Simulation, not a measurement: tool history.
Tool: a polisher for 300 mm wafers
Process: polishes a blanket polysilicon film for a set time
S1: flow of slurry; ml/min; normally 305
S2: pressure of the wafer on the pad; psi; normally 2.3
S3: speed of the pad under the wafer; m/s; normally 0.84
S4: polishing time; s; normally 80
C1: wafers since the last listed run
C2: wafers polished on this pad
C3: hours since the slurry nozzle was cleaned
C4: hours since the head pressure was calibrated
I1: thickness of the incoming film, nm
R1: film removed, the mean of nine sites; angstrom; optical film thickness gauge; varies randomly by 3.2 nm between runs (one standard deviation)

{"run": 1, "hour": 0.0, "S1": 305, "S2": 2.3, "S3": 0.64, "S4": 80, "C1": 0, "C2": 58, "C3": 411.6, "C4": 1012.0, "I1": 1952.5, "R1": 3314}
{"run": 2, "hour": 16.2, "S1": 355, "S2": 2.3, "S3": 0.62, "S4": 80, "C1": 123, "C2": 181, "C3": 427.8, "C4": 1028.2, "I1": 1981.0, "R1": 3248}
{"run": 3, "hour": 31.6, "S1": 355, "S2": 2.3, "S3": 0.62, "S4": 80, "C1": 117, "C2": 299, "C3": 443.2, "C4": 1043.6, "I1": 1955.9, "R1": 3225}
{"run": 4, "hour": 45.2, "S1": 305, "S2": 2.3, "S3": 0.84, "S4": 80, "C1": 103, "C2": 403, "C3": 456.8, "C4": 1057.2, "I1": 1934.1, "R1": 4248}
{"run": 5, "hour": 53.3, "S1": 305, "S2": 2.3, "S3": 0.84, "S4": 80, "C1": 61, "C2": 464, "C3": 464.9, "C4": 1065.3, "I1": 1950.0, "R1": 4316}
{"run": 6, "hour": 71.3, "S1": 305, "S2": 2.3, "S3": 0.84, "S4": 80, "C1": 137, "C2": 602, "C3": 482.9, "C4": 1083.3, "I1": 1944.4, "R1": 4244}
{"hour": 79.8, "done": "slurry nozzle cleaned"}
{"run": 7, "hour": 80.3, "S1": 305, "S2": 2.3, "S3": 0.84, "S4": 80, "C1": 61, "C2": 663, "C3": 0.5, "C4": 1092.3, "I1": 1930.8, "R1": 4551}
{"run": 8, "hour": 86.6, "S1": 305, "S2": 2.3, "S3": 0.84, "S4": 80, "C1": 48, "C2": 711, "C3": 6.8, "C4": 1098.6, "I1": 1924.6, "R1": 4530}
{"run": 9, "hour": 104.4, "S1": 305, "S2": 2.3, "S3": 0.84, "S4": 80, "C1": 135, "C2": 847, "C3": 24.6, "C4": 1116.4, "I1": 1983.8, "R1": 4562}
{"hour": 109.0, "done": "head pressure recalibrated"}
{"run": 10, "hour": 116.2, "S1": 305, "S2": 2.3, "S3": 0.68, "S4": 55, "C1": 74, "C2": 922, "C3": 36.4, "C4": 7.2, "I1": 1984.8, "R1": 2491}
{"run": 11, "hour": 132.2, "S1": 215, "S2": 2.3, "S3": 0.84, "S4": 80, "C1": 122, "C2": 1044, "C3": 52.4, "C4": 23.2, "I1": 1944.1, "R1": 4385}
{"hour": 139.0, "done": "worn pad replaced by a new one"}
{"run": 12, "hour": 142.7, "S1": 305, "S2": 2.3, "S3": 0.84, "S4": 80, "C1": 49, "C2": 28, "C3": 62.9, "C4": 33.7, "I1": 1932.7, "R1": 4476}
{"run": 13, "hour": 159.8, "S1": 305, "S2": 2.3, "S3": 0.66, "S4": 65, "C1": 130, "C2": 159, "C3": 80.0, "C4": 50.8, "I1": 1956.8, "R1": 2873}
{"run": 14, "hour": 169.6, "S1": 305, "S2": 2.0, "S3": 0.96, "S4": 80, "C1": 74, "C2": 233, "C3": 89.8, "C4": 60.6, "I1": 1924.4, "R1": 4708}
{"run": 15, "hour": 186.2, "S1": 385, "S2": 2.3, "S3": 0.84, "S4": 80, "C1": 126, "C2": 360, "C3": 106.4, "C4": 77.2, "I1": 1968.3, "R1": 4592}
{"run": 16, "hour": 193.8, "S1": 305, "S2": 3.0, "S3": 0.98, "S4": 80, "C1": 58, "C2": 418, "C3": 114.0, "C4": 84.8, "I1": 1938.5, "R1": 6192}
{"run": 17, "hour": 201.7, "S1": 305, "S2": 2.3, "S3": 0.84, "S4": 80, "C1": 60, "C2": 479, "C3": 121.9, "C4": 92.7, "I1": 1957.3, "R1": 4507}
{"run": 18, "hour": 218.1, "S1": 260, "S2": 2.5, "S3": 0.6, "S4": 63, "C1": 125, "C2": 604, "C3": 138.3, "C4": 109.1, "I1": 1944.9, "R1": 2582}
{"run": 19, "hour": 233.8, "S1": 305, "S2": 2.3, "S3": 0.84, "S4": 80, "C1": 119, "C2": 724, "C3": 154.0, "C4": 124.8, "I1": 1952.8, "R1": 4433}

Branching from run 19: 4 alternative next runs. What would each branch give?
{"run": "A", "hour": 234.2, "S1": 305, "S2": 2.3, "S3": 0.84, "S4": 80, "C1": 3, "C2": 727, "C3": 154.4, "C4": 125.2, "I1": 1919.3, "R1": "?"}
{"run": "B", "hour": 234.2, "S1": 305, "S2": 1.6, "S3": 0.84, "S4": 106, "C1": 3, "C2": 727, "C3": 154.4, "C4": 125.2, "I1": 1919.3, "R1": "?"}
{"run": "C", "hour": 234.2, "S1": 305, "S2": 1.7, "S3": 0.84, "S4": 80, "C1": 3, "C2": 727, "C3": 154.4, "C4": 125.2, "I1": 1919.3, "R1": "?"}
{"run": "D", "hour": 234.2, "S1": 240, "S2": 3.0, "S3": 0.7, "S4": 106, "C1": 3, "C2": 727, "C3": 154.4, "C4": 125.2, "I1": 1919.3, "R1": "?"}

run=A R1=4419
run=B R1=4786
run=C R1=3727
run=D R1=5596
Stripped of hidden state, with their random variation kept, the same runs would have yielded:
run=A R1=4561
run=B R1=4940
run=C R1=3847
run=D R1=5822

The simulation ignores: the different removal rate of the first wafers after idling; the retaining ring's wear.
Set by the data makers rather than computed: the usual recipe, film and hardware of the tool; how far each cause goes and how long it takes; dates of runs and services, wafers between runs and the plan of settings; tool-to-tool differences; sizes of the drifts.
